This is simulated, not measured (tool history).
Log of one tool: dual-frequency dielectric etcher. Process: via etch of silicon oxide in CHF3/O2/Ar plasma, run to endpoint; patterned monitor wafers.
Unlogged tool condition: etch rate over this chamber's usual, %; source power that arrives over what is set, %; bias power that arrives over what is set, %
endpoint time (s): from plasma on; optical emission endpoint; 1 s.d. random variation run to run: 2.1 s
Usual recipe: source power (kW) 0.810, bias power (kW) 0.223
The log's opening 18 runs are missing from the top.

run	hour	source power (kW)	bias power (kW)	wafers since the last listed run	hours since the last wet clean	hours since the last source power generator calibration	hours since the last bias power generator calibration	hours since the last upper electrode change	incoming incoming film thickness, nm	endpoint time (s)
# hour 988.4: upper electrode replaced
19	988.9	0.810	0.183	314	249.3	3287.2	2943.8	0.5	667.8	276.8
20	1024.7	1.000	0.206	179	285.1	3323.0	2979.6	36.3	665.8	237.9
21	1086.7	0.860	0.237	311	347.1	3385.0	3041.6	98.3	674.7	246.2
# hour 1217.1: source power generator calibrated
# hour 1225.4: wet clean of the chamber
22	1259.6	0.900	0.263	806	34.2	42.5	3214.5	271.2	666.9	219.4
23	1293.2	0.730	0.266	168	67.8	76.1	3248.1	304.8	667.3	244.6
24	1351.4	0.930	0.223	292	126.0	134.3	3306.3	363.0	673.3	235.0
25	1381.2	0.900	0.223	149	155.8	164.1	3336.1	392.8	668.4	243.2
26	1414.6	1.000	0.172	167	189.2	197.5	3369.5	426.2	666.8	253.4
27	1484.4	0.810	0.223	350	259.0	267.3	3439.3	496.0	668.3	254.2
28	1538.7	0.890	0.248	272	313.3	321.6	3493.6	550.3	667.8	230.9
# hour 1554.3: bias power generator calibrated
29	1568.3	1.000	0.181	128	342.9	351.2	14.0	579.9	666.5	249.9
30	1612.9	0.630	0.198	223	387.5	395.8	58.6	624.5	662.9	299.9
31	1639.3	0.810	0.223	132	413.9	422.2	85.0	650.9	669.8	259.2
32	1688.5	0.740	0.173	246	463.1	471.4	134.2	700.1	670.3	298.0
# hour 1752.2: wet clean of the chamber
33	1752.7	0.680	0.262	201	0.5	535.6	198.4	764.3	671.6	260.1
34	1954.8	0.810	0.223	1014	202.6	737.7	400.5	966.4	668.1	256.0
35	2016.0	0.640	0.202	307	263.8	798.9	461.7	1027.6	679.0	306.3
36	2067.6	0.810	0.223	259	315.4	850.5	513.3	1079.2	673.8	255.8

Branching from run 36: 3 alternative next runs. What would each branch give?
A	2068.1	0.660	0.223	2	315.9	851.0	513.8	1079.7	672.3	?
B	2068.1	0.670	0.199	2	315.9	851.0	513.8	1079.7	672.3	?
C	2068.1	0.810	0.237	2	315.9	851.0	513.8	1079.7	672.3	?

run	endpoint time (s)
A	283.2
B	293.9
C	249.4
With the hidden condition removed and each run's random variation left untouched, the same runs would have given:
run	endpoint time (s)
A	276.2
B	286.7
C	243.3
